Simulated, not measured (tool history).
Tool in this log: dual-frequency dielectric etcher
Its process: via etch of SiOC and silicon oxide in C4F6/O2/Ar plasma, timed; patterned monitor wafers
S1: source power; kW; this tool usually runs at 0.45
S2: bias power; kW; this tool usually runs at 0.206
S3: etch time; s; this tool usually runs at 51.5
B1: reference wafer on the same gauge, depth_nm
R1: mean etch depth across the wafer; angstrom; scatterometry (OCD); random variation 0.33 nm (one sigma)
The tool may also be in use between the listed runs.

{"run": 1, "hour": 0.0, "S1": 0.45, "S2": 0.206, "S3": 51.5, "B1": 80, "R1": 690}
{"run": 2, "hour": 30.1, "S1": 0.45, "S2": 0.206, "S3": 51.5, "B1": 79.9, "R1": 695}
{"run": 3, "hour": 53.8, "S1": 0.45, "S2": 0.206, "S3": 51.5, "B1": 79.9, "R1": 699}
{"run": 4, "hour": 67.8, "S1": 0.49, "S2": 0.206, "S3": 51.5, "B1": 79.9, "R1": 720}
{"run": 5, "hour": 92.2, "S1": 0.49, "S2": 0.206, "S3": 51.5, "B1": 79.8, "R1": 721}
{"run": 6, "hour": 113.3, "S1": 0.45, "S2": 0.206, "S3": 51.5, "B1": 80, "R1": 697}
{"run": 7, "hour": 128.3, "S1": 0.45, "S2": 0.206, "S3": 51.5, "B1": 79.9, "R1": 707}
{"run": 8, "hour": 149.1, "S1": 0.45, "S2": 0.206, "S3": 51.5, "B1": 79.7, "R1": 702}
{"run": 9, "hour": 176.8, "S1": 0.45, "S2": 0.206, "S3": 51.5, "B1": 80, "R1": 706}
{"run": 10, "hour": 191.2, "S1": 0.45, "S2": 0.206, "S3": 51.5, "B1": 79.9, "R1": 702}
{"run": 11, "hour": 226.6, "S1": 0.45, "S2": 0.206, "S3": 51.5, "B1": 79.9, "R1": 706}
{"run": 12, "hour": 255.5, "S1": 0.37, "S2": 0.206, "S3": 51.5, "B1": 79.9, "R1": 657}
{"hour": 270.6, "done": "gauge calibrated"}
{"hour": 299.4, "done": "wet clean of the chamber"}
{"run": 13, "hour": 299.9, "S1": 0.37, "S2": 0.206, "S3": 51.5, "B1": 79.8, "R1": 684}
{"hour": 327.7, "done": "upper electrode replaced"}
{"run": 14, "hour": 328.2, "S1": 0.45, "S2": 0.206, "S3": 51.5, "B1": 80, "R1": 726}
{"run": 15, "hour": 340.2, "S1": 0.45, "S2": 0.169, "S3": 62.5, "B1": 79.9, "R1": 841}
{"run": 16, "hour": 369.6, "S1": 0.39, "S2": 0.221, "S3": 51.5, "B1": 79.9, "R1": 703}
{"hour": 398.8, "done": "wet clean of the chamber, repeated, since the last time left the tool worse"}
{"run": 17, "hour": 399.3, "S1": 0.45, "S2": 0.206, "S3": 40, "B1": 79.7, "R1": 531}
{"run": 18, "hour": 402.3, "S1": 0.41, "S2": 0.173, "S3": 51.5, "B1": 79.8, "R1": 635}
{"run": 19, "hour": 420.2, "S1": 0.45, "S2": 0.206, "S3": 51.5, "B1": 79.8, "R1": 689}
{"hour": 439.2, "done": "bias power generator calibrated"}
{"run": 20, "hour": 439.7, "S1": 0.45, "S2": 0.206, "S3": 51.5, "B1": 80, "R1": 683}
{"hour": 448.4, "done": "source power generator calibrated"}
{"run": 21, "hour": 459.7, "S1": 0.41, "S2": 0.25, "S3": 51.5, "B1": 79.8, "R1": 712}
{"run": 22, "hour": 486.5, "S1": 0.42, "S2": 0.22, "S3": 51.5, "B1": 80.1, "R1": 689}
{"run": 23, "hour": 505.9, "S1": 0.45, "S2": 0.206, "S3": 51.5, "B1": 79.8, "R1": 691}
{"run": 24, "hour": 522.8, "S1": 0.41, "S2": 0.206, "S3": 51.5, "B1": 79.7, "R1": 674}
{"run": 25, "hour": 552.3, "S1": 0.45, "S2": 0.206, "S3": 51.5, "B1": 80, "R1": 694}
{"run": 26, "hour": 568.6, "S1": 0.51, "S2": 0.182, "S3": 37, "B1": 79.8, "R1": 506}
{"run": 27, "hour": 588.4, "S1": 0.5, "S2": 0.206, "S3": 43, "B1": 79.9, "R1": 606}

Alternative continuations, all from the tool just after run 27; predict every row:
{"run": "A", "hour": 588.8, "S1": 0.45, "S2": 0.206, "S3": 51.5, "B1": "?", "R1": "?"}
{"run": "B", "hour": 588.8, "S1": 0.4, "S2": 0.206, "S3": 67, "B1": "?", "R1": "?"}
{"run": "C", "hour": 588.8, "S1": 0.42, "S2": 0.206, "S3": 51.5, "B1": "?", "R1": "?"}

run=A B1=80 R1=698
run=B B1=80 R1=869
run=C B1=80 R1=680
What these runs would have given with no unlogged condition in the tool:
run=A R1=686
run=B R1=855
run=C R1=669

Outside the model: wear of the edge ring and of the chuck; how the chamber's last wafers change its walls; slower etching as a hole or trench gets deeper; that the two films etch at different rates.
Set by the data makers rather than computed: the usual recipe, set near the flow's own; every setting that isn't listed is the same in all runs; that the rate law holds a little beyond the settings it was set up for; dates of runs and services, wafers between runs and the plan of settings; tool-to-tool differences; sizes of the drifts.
